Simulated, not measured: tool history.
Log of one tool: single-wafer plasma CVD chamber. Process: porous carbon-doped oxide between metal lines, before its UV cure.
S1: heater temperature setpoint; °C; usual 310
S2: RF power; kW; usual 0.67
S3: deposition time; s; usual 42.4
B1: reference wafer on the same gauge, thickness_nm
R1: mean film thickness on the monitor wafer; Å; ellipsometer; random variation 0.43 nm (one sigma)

run 1 day=0 | S1=310 S2=0.67 S3=42.4 | B1=247.1 | R1=2551.46
run 2 day=0.538 | S1=310 S2=0.67 S3=42.4 | B1=247.086 | R1=2558.42
run 3 day=0.896 | S1=310 S2=0.67 S3=42.4 | B1=247.042 | R1=2556.19
run 4 day=1.692 | S1=310 S2=0.565 S3=42.4 | B1=246.948 | R1=2353.13
run 5 day=2.258 | S1=306 S2=0.67 S3=42.4 | B1=246.986 | R1=2636.52
run 6 day=2.646 | S1=306 S2=0.67 S3=42.4 | B1=247.044 | R1=2641.93
run 7 day=3.183 | S1=310 S2=0.67 S3=42.4 | B1=247.013 | R1=2568.87
-- day=3.338 gauge calibrated
run 8 day=3.879 | S1=310 S2=0.67 S3=42.4 | B1=246.96 | R1=2577.39
run 9 day=4.612 | S1=310 S2=0.67 S3=42.4 | B1=246.972 | R1=2575.95
-- day=5.079 showerhead replaced, of another model than before
run 10 day=5.1 | S1=310 S2=0.595 S3=36.2 | B1=246.848 | R1=1992.67
-- day=5.612 RF generator calibrated
run 11 day=5.633 | S1=310 S2=0.575 S3=50.6 | B1=246.985 | R1=2678.1
run 12 day=6.254 | S1=310 S2=0.67 S3=42.4 | B1=246.974 | R1=2581.56
-- day=6.679 thermocouple changed; heater temperature recalibrated
run 13 day=6.933 | S1=310 S2=0.67 S3=42.4 | B1=246.952 | R1=2503.85
run 14 day=7.558 | S1=310 S2=0.67 S3=34.9 | B1=247.084 | R1=2066.86
run 15 day=7.933 | S1=319 S2=0.795 S3=46.1 | B1=247.037 | R1=2970.23
run 16 day=8.362 | S1=300 S2=0.78 S3=42.4 | B1=246.989 | R1=3027.36
run 17 day=8.75 | S1=310 S2=0.625 S3=47.7 | B1=246.986 | R1=2650.91
run 18 day=9 | S1=320 S2=0.715 S3=49.6 | B1=246.905 | R1=2897
run 19 day=9.462 | S1=310 S2=0.67 S3=42.4 | B1=246.989 | R1=2501.49

3 ways to go on from here, each from the tool as it stands after run 19. What would each give?
run A day=9.479 | S1=322 S2=0.67 S3=42.4 | B1=? | R1=?
run B day=9.479 | S1=296 S2=0.67 S3=42.4 | B1=? | R1=?
run C day=9.479 | S1=319 S2=0.67 S3=42.4 | B1=? | R1=?

run=A B1=247.041 R1=2336.55
run=B B1=247.041 R1=2742.59
run=C B1=247.041 R1=2376.48
Without the tool's hidden state the same runs would have given:
run=A R1=2336.08
run=B R1=2741.93
run=C R1=2376
